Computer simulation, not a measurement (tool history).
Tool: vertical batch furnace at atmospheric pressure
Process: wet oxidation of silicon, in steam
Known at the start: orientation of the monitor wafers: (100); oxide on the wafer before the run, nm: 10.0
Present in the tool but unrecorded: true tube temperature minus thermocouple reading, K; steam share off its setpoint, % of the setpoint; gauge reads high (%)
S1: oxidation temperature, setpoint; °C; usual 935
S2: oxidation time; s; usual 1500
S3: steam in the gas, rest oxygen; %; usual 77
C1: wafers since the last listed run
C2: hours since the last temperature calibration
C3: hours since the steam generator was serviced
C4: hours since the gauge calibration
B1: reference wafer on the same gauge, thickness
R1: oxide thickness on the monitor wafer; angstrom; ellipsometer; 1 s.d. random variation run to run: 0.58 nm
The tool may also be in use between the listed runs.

run	day	S1	S2	S3	C1	C2	C3	C4	B1	R1
1	0	935	1500	77	0	2325.2	958.1	239.6	111.21	1024.6
2	1.933	935	1500	77	466	2371.6	1004.5	286	111.23	1018.5
3	3.742	935	1500	77	436	2415	1047.9	329.4	111.31	1015.6
4	14.325	935	1500	77	2553	2669	1301.9	583.4	111.7	1033.1
5	18.146	935	1500	77	921	2760.7	1393.6	675.1	111.87	1021.9
6	21.146	935	1500	77	723	2832.7	1465.6	747.1	112.12	1029.4
7	24.1	935	1500	77	712	2903.6	1536.5	818	112.27	1027.4
8	28.45	935	1500	77	1049	3008	1640.9	922.4	112.54	1039.4
9	31.733	935	1500	77	792	3086.8	1719.7	1001.2	112.66	1036.5
# day 35.021: steam generator serviced
10	35.042	935	1500	77	556	3166.2	0.5	1080.6	112.81	1031.9
11	45.342	935	1500	77	2485	3413.4	247.7	1327.8	113.04	1052
# day 46.462: thermocouples replaced and temperature profile calibrated
12	47.838	935	1500	77	360	33	307.6	1387.7	113.45	1056
13	50.388	935	1500	77	615	94.2	368.8	1448.9	113.63	1036.8
14	63.721	953	1500	68	3216	414.2	688.8	1768.9	114.07	1145.3
15	66.096	950	1260	70	573	471.2	745.8	1825.9	114.04	994.4
16	67.867	960	1500	77	427	513.7	788.3	1868.4	114.4	1365.4
17	69.85	935	1500	77	478	561.3	835.9	1916	114.24	1046.6
18	73.279	935	1500	86	827	643.6	918.2	1998.3	114.42	1142.4

Run 19 has not been measured yet. What should we expect?
19	76.762	946	1740	68	840	727.2	1001.8	2081.9	?	?

Run 19 yielded B1 114.7, R1 1216.9 angstrom.
With no hidden state in the tool, this same run would have given R1 1178.4 angstrom.
